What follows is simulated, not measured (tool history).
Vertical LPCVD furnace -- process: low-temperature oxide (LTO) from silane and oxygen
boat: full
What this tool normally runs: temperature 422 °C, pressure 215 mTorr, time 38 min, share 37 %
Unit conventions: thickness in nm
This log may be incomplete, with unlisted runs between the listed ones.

run   hour  temperature  pressure  time  share  wafers since the last listed run  hours since the last temperature calibration  hours since the pressure gauge was zeroed  hours since the silane flow controller was replaced  hours since the gauge calibration  read-back reference wafer on the same gauge, thickness  thickness
  1      0          427       215    38     37                                 0                                          1350                                     5570.3                                               2000.6                               66.9                                                  326.91      420.2
  2   10.1          427       215    38     37                               160                                        1360.1                                     5580.4                                               2010.7                                 77                                                  327.01     420.92
  3   24.3          427       215    38     37                               225                                        1374.3                                     5594.6                                               2024.9                               91.2                                                  326.95     420.15
  4   43.1          422       205    38     37                               298                                        1393.1                                     5613.4                                               2043.7                                110                                                  327.09     381.64
  5   50.9          422       215    38     37                               124                                        1400.9                                     5621.2                                               2051.5                              117.8                                                  327.11     400.06
      75.4  -- silane flow controller replaced
  6   75.9          422       215    38     37                                15                                        1425.9                                     5646.2                                                  0.5                              142.8                                                  327.03     383.52
      77.7  -- gauge calibrated
  7   80.5          422       215    38     37                                73                                        1430.5                                     5650.8                                                  5.1                                2.8                                                  326.94     383.67
  8  101.3          413       215  49.5     37                               330                                        1451.3                                     5671.6                                                 25.9                               23.6                                                  326.99     454.41
     128.9  -- pressure gauge zeroed
  9  129.4          422       240    38     37                                65                                        1479.4                                        0.5                                                   54                               51.7                                                  327.13     428.59
 10    134          427       215    38     37                                73                                          1484                                        5.1                                                 58.6                               56.3                                                  327.16     404.54
     162.7  -- thermocouples replaced and temperature profile calibrated
 11  163.2          413       215    38     42                                82                                           0.5                                       34.3                                                 87.8                               85.5                                                  326.86     404.02
 12  167.8          422       215    38     32                                73                                           5.1                                       38.9                                                 92.4                               90.1                                                   327.1     319.39

Run 13, settings as shown, results not yet in. Your forecast:
 13  175.9          422       215    38     37                               128                                          13.2                                         47                                                100.5                               98.2                                                       ?          ?

{"run 13": {"read-back reference wafer on the same gauge, thickness": 326.97, "thickness": 383.9}}
Had the tool carried no hidden state, the very same run would have given thickness 384 nm.
